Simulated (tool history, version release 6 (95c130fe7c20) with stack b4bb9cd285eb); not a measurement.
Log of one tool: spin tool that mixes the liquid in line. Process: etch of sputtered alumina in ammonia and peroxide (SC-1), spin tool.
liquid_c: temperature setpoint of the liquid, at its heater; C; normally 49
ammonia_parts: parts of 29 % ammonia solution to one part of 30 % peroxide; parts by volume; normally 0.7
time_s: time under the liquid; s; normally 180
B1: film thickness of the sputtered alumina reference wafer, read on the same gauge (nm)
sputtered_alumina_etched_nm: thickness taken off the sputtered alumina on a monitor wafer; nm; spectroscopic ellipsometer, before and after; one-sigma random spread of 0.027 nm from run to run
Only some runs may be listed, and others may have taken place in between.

Run 1, hour 0: usual settings but time_s 260 s; B1 130. Result: sputtered_alumina_etched_nm 12.45 nm.
Run 2, hour 6.2: usual settings; B1 129.96. Result: sputtered_alumina_etched_nm 8.62 nm.
Run 3, hour 23.7: usual settings; B1 129.99. Result: sputtered_alumina_etched_nm 8.63 nm.
Run 4, hour 40.6: usual settings; B1 130.04. Result: sputtered_alumina_etched_nm 8.64 nm.
At hour 49.8: heated supply line repaired.
Run 5, hour 50.3: usual settings but liquid_c 53.5 C, ammonia_parts 0.55 parts by volume; B1 130.01. Result: sputtered_alumina_etched_nm 10.78 nm.
Run 6, hour 63.2: usual settings but liquid_c 53.5 C, ammonia_parts 0.55 parts by volume; B1 129.99. Result: sputtered_alumina_etched_nm 10.76 nm.
Run 7, hour 73.1: usual settings but liquid_c 53.5 C, ammonia_parts 0.55 parts by volume; B1 130.01. Result: sputtered_alumina_etched_nm 10.83 nm.
Run 8, hour 88.4: usual settings but liquid_c 42.5 C; B1 130.02. Result: sputtered_alumina_etched_nm 5.98 nm.
Run 9, hour 95.6: usual settings but liquid_c 46.5 C, ammonia_parts 1 parts by volume, time_s 240 s; B1 130.06. Result: sputtered_alumina_etched_nm 10.38 nm.
Run 10, hour 103: usual settings but time_s 230 s; B1 130.01. Result: sputtered_alumina_etched_nm 11.06 nm.
At hour 113.5: ammonia flow meter replaced.
Run 11, hour 115.8: usual settings but liquid_c 45.5 C, ammonia_parts 0.45 parts by volume, time_s 285 s; B1 130. Result: sputtered_alumina_etched_nm 10.83 nm.
Run 12, hour 124.8: usual settings but liquid_c 43.5 C, time_s 70 s; B1 130.02. Result: sputtered_alumina_etched_nm 2.48 nm.
Run 13, hour 135.4: usual settings but liquid_c 44 C, ammonia_parts 1.05 parts by volume, time_s 245 s; B1 129.98. Result: sputtered_alumina_etched_nm 9.32 nm.
At hour 138.9: gauge calibrated.
Run 14, hour 148.5: usual settings but liquid_c 53.5 C, ammonia_parts 0.35 parts by volume, time_s 265 s; B1 129.99. Result: sputtered_alumina_etched_nm 15.29 nm.
At hour 163.3: new drum of ammonia solution connected.
Run 15, hour 164.5: usual settings but time_s 210 s; B1 130. Result: sputtered_alumina_etched_nm 10.18 nm.
Run 16, hour 175: usual settings but liquid_c 42.5 C; B1 129.99. Result: sputtered_alumina_etched_nm 6.01 nm.
Run 17, hour 183.5: usual settings but liquid_c 43.5 C, ammonia_parts 0.6 parts by volume, time_s 250 s; B1 130. Result: sputtered_alumina_etched_nm 8.75 nm.
Run 18, hour 190.1: usual settings but liquid_c 53 C, ammonia_parts 0.45 parts by volume, time_s 100 s; B1 130.02. Result: sputtered_alumina_etched_nm 5.76 nm.
Run 19, hour 197.2: usual settings but liquid_c 39.5 C; B1 130.01. Result: sputtered_alumina_etched_nm 5.08 nm.
Run 20, hour 206.3: usual settings; B1 130.01. Result: sputtered_alumina_etched_nm 8.74 nm.
Run 21, hour 215.6: usual settings but liquid_c 42.5 C; B1 129.98. Result: sputtered_alumina_etched_nm 6.03 nm.
Run 22, hour 228.2: usual settings but liquid_c 53.5 C; B1 130. Result: sputtered_alumina_etched_nm 11.08 nm.
Run 23, hour 243.5: usual settings but liquid_c 45 C, time_s 240 s; B1 130. Result: sputtered_alumina_etched_nm 9.36 nm.
Run 24, hour 258.8: usual settings; B1 129.94. Result: sputtered_alumina_etched_nm 8.73 nm.
Run 25, hour 268.3: usual settings but ammonia_parts 0.85 parts by volume; B1 130.03. Result: sputtered_alumina_etched_nm 8.97 nm.

Predict each of these 4 candidate next runs independently; none follows another, all start after run 25:
Run A, hour 268.8: usual settings; B1 ?. Result: sputtered_alumina_etched_nm ?.
Run B, hour 268.8: usual settings but liquid_c 43.5 C, time_s 105 s; B1 ?. Result: sputtered_alumina_etched_nm ?.
Run C, hour 268.8: usual settings but liquid_c 52.5 C, ammonia_parts 0.8 parts by volume; B1 ?. Result: sputtered_alumina_etched_nm ?.
Run D, hour 268.8: usual settings but liquid_c 52 C; B1 ?. Result: sputtered_alumina_etched_nm ?.

run      B1  sputtered_alumina_etched_nm
  A  130.03                         8.77
  B  130.03                         3.75
  C  130.03                        10.74
  D  130.03                        10.33
With the hidden condition removed and each run's random variation left untouched, the same runs would have given:
run  sputtered_alumina_etched_nm
  A                         8.52
  B                         3.64
  C                        10.45
  D                        10.04
